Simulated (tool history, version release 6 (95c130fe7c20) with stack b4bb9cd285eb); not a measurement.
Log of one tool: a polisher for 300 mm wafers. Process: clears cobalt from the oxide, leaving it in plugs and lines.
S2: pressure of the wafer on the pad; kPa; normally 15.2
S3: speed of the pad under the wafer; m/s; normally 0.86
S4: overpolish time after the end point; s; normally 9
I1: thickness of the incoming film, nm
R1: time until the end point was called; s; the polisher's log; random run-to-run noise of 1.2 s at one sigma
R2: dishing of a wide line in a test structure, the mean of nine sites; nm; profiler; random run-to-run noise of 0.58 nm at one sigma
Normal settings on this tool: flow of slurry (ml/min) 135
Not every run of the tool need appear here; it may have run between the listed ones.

run 1 hour=0 | flow_of_slurry_(ml/min)=135 S2=13.8 S3=0.86 S4=9 | I1=249.4 | R1=69.9 R2=22.8
run 2 hour=8.1 | flow_of_slurry_(ml/min)=135 S2=13.8 S3=0.86 S4=9 | I1=244.8 | R1=68.8 R2=23.3
run 3 hour=16.2 | flow_of_slurry_(ml/min)=135 S2=15.2 S3=0.86 S4=9 | I1=250.6 | R1=64.5 R2=25
run 4 hour=26.4 | flow_of_slurry_(ml/min)=135 S2=15.2 S3=0.86 S4=9 | I1=250.2 | R1=63.7 R2=24.1
run 5 hour=43.5 | flow_of_slurry_(ml/min)=135 S2=15.2 S3=0.68 S4=12 | I1=250.9 | R1=85.4 R2=26.6
-- hour=48.1 worn pad replaced by a new one
run 6 hour=57.6 | flow_of_slurry_(ml/min)=135 S2=15.2 S3=0.68 S4=12 | I1=249.6 | R1=83.6 R2=27.3
run 7 hour=75.4 | flow_of_slurry_(ml/min)=135 S2=15.2 S3=0.68 S4=12 | I1=250.8 | R1=82.3 R2=25.8
run 8 hour=92.7 | flow_of_slurry_(ml/min)=135 S2=17.2 S3=0.86 S4=9 | I1=250.5 | R1=54.9 R2=27.2
run 9 hour=102.1 | flow_of_slurry_(ml/min)=135 S2=17.2 S3=0.86 S4=9 | I1=249.6 | R1=57.8 R2=27.5
run 10 hour=114.3 | flow_of_slurry_(ml/min)=135 S2=17.2 S3=0.86 S4=9 | I1=247.5 | R1=55.3 R2=27.2
run 11 hour=130.7 | flow_of_slurry_(ml/min)=135 S2=11 S3=0.86 S4=9 | I1=247.8 | R1=88.7 R2=19.5
run 12 hour=145.2 | flow_of_slurry_(ml/min)=165 S2=11 S3=0.86 S4=7 | I1=250.3 | R1=85.7 R2=16.7
-- hour=166.5 worn pad replaced by a new one
run 13 hour=167 | flow_of_slurry_(ml/min)=100 S2=19.3 S3=1.04 S4=6 | I1=245.6 | R1=46.5 R2=23.9
-- hour=179.1 head pressure recalibrated
run 14 hour=188.8 | flow_of_slurry_(ml/min)=135 S2=20 S3=0.86 S4=9 | I1=248.8 | R1=49.4 R2=30.9
run 15 hour=206 | flow_of_slurry_(ml/min)=135 S2=15.2 S3=0.86 S4=9 | I1=252.3 | R1=64.3 R2=25.8
run 16 hour=221.9 | flow_of_slurry_(ml/min)=135 S2=19.3 S3=0.96 S4=9 | I1=254 | R1=45.4 R2=32.6
run 17 hour=237.6 | flow_of_slurry_(ml/min)=135 S2=13.8 S3=0.86 S4=12 | I1=247.2 | R1=69.5 R2=29
-- hour=243.5 slurry nozzle cleaned
run 18 hour=244 | flow_of_slurry_(ml/min)=175 S2=13.1 S3=0.86 S4=6 | I1=246.3 | R1=69.7 R2=17.7
run 19 hour=254 | flow_of_slurry_(ml/min)=135 S2=20.7 S3=0.86 S4=12 | I1=251.8 | R1=49.4 R2=37.3
run 20 hour=261.5 | flow_of_slurry_(ml/min)=155 S2=15.2 S3=0.86 S4=11 | I1=250.7 | R1=62.2 R2=29.2
run 21 hour=270.2 | flow_of_slurry_(ml/min)=135 S2=15.2 S3=0.86 S4=13 | I1=252 | R1=66.5 R2=32.7
run 22 hour=277.9 | flow_of_slurry_(ml/min)=120 S2=15.2 S3=1.1 S4=9 | I1=248.9 | R1=51.8 R2=30
run 23 hour=288.9 | flow_of_slurry_(ml/min)=175 S2=15.2 S3=1.02 S4=9 | I1=247.2 | R1=50.1 R2=28.7
run 24 hour=299.3 | flow_of_slurry_(ml/min)=135 S2=17.9 S3=0.6 S4=9 | I1=249.8 | R1=76.7 R2=22.2
-- hour=311.6 worn pad replaced by a new one
run 25 hour=312.1 | flow_of_slurry_(ml/min)=120 S2=15.2 S3=0.72 S4=5 | I1=252.4 | R1=80.9 R2=12.9
run 26 hour=323.3 | flow_of_slurry_(ml/min)=175 S2=20 S3=0.66 S4=5 | I1=250 | R1=59.8 R2=16.5
run 27 hour=330.4 | flow_of_slurry_(ml/min)=135 S2=9.7 S3=0.86 S4=14 | I1=247.2 | R1=100.6 R2=25.3
run 28 hour=347.2 | flow_of_slurry_(ml/min)=180 S2=11.7 S3=0.72 S4=7 | I1=246.9 | R1=92.2 R2=14.5
run 29 hour=364.4 | flow_of_slurry_(ml/min)=165 S2=15.2 S3=0.86 S4=11 | I1=251 | R1=62.4 R2=29.8
run 30 hour=376.3 | flow_of_slurry_(ml/min)=155 S2=20 S3=0.56 S4=7 | I1=248.2 | R1=74.2 R2=18.3
run 31 hour=395.1 | flow_of_slurry_(ml/min)=135 S2=15.2 S3=0.86 S4=9 | I1=244.5 | R1=65 R2=25.1
run 32 hour=408 | flow_of_slurry_(ml/min)=135 S2=19.3 S3=0.96 S4=9 | I1=253.9 | R1=47 R2=31.8
-- hour=438.6 worn pad replaced by a new one
run 33 hour=459.8 | flow_of_slurry_(ml/min)=135 S2=17.2 S3=1.04 S4=9 | I1=246.9 | R1=45.9 R2=30.9
run 34 hour=477.6 | flow_of_slurry_(ml/min)=135 S2=15.2 S3=1.04 S4=13 | I1=249.1 | R1=55.1 R2=36.3
run 35 hour=486.5 | flow_of_slurry_(ml/min)=150 S2=15.2 S3=0.86 S4=9 | I1=254.4 | R1=63.6 R2=26.5

4 ways to go on from here, each from the tool as it stands after run 35. What would each give?
run A hour=486.9 | flow_of_slurry_(ml/min)=135 S2=15.2 S3=0.86 S4=9 | I1=250.6 | R1=? R2=?
run B hour=486.9 | flow_of_slurry_(ml/min)=120 S2=11 S3=0.64 S4=13 | I1=250.6 | R1=? R2=?
run C hour=486.9 | flow_of_slurry_(ml/min)=110 S2=17.9 S3=0.86 S4=12 | I1=250.6 | R1=? R2=?
run D hour=486.9 | flow_of_slurry_(ml/min)=135 S2=19.3 S3=1.14 S4=9 | I1=250.6 | R1=? R2=?

run=A R1=64.1 R2=25.6
run=B R1=121.4 R2=20.8
run=C R1=56.8 R2=33.8
run=D R1=38 R2=36.2
Had the tool no hidden state, the same runs would have come out as:
run=A R1=64.1 R2=25.6
run=B R1=121.4 R2=20.8
run=C R1=56.8 R2=33.8
run=D R1=38 R2=36.2
